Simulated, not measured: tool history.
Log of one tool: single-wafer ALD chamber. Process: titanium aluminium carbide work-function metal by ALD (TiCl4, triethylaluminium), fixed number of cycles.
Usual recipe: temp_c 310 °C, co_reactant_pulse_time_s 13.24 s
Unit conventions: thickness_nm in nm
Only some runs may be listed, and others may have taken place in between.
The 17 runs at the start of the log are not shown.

| run | hour | temp_c | co_reactant_pulse_time_s | wafers since the last listed run | hours since the last thermocouple change | hours since the last triethylaluminium bottle change | hours since the showerhead was replaced | hours since the gauge calibration | read-back reference wafer on the same gauge, thickness_nm | thickness_nm |
|---|---|---|---|---|---|---|---|---|---|---|
| 18 | 232.4 | 322 | 17.88 | 357 | 29.3 | 1346.4 | 6679.8 | 40.6 | 2.065 | 2.147 |
| 19 | 238.7 | 299 | 13.24 | 78 | 35.6 | 1352.7 | 6686.1 | 46.9 | 2.062 | 1.912 |
| 20 | 246.7 | 315 | 16.41 | 99 | 43.6 | 1360.7 | 6694.1 | 54.9 | 2.061 | 2.074 |
| 21 | 259.1 | 310 | 8.63 | 154 | 56.0 | 1373.1 | 6706.5 | 67.3 | 2.059 | 1.955 |
| 22 | 275.6 | 323 | 18.42 | 205 | 72.5 | 1389.6 | 6723.0 | 83.8 | 2.057 | 2.157 |
|  | 285.1 | showerhead replaced |
|  | 292.5 | triethylaluminium bottle replaced |
| 23 | 293.0 | 310 | 16.69 | 24 | 89.9 | 0.5 | 7.9 | 101.2 | 2.057 | 2.012 |
| 24 | 298.6 | 310 | 13.24 | 69 | 95.5 | 6.1 | 13.5 | 106.8 | 2.056 | 2.012 |
| 25 | 312.7 | 304 | 9.15 | 175 | 109.6 | 20.2 | 27.6 | 120.9 | 2.054 | 1.911 |

Estimate the outcome of run 26 from the log above:
| 26 | 321.2 | 310 | 13.24 | 105 | 118.1 | 28.7 | 36.1 | 129.4 | ? | ? |

Run 26 came out at read-back reference wafer on the same gauge, thickness_nm 2.053, thickness_nm 2.006 nm.
Were there no unlogged condition in the tool, this run, its random variation unchanged, would have produced thickness_nm 2.022 nm.
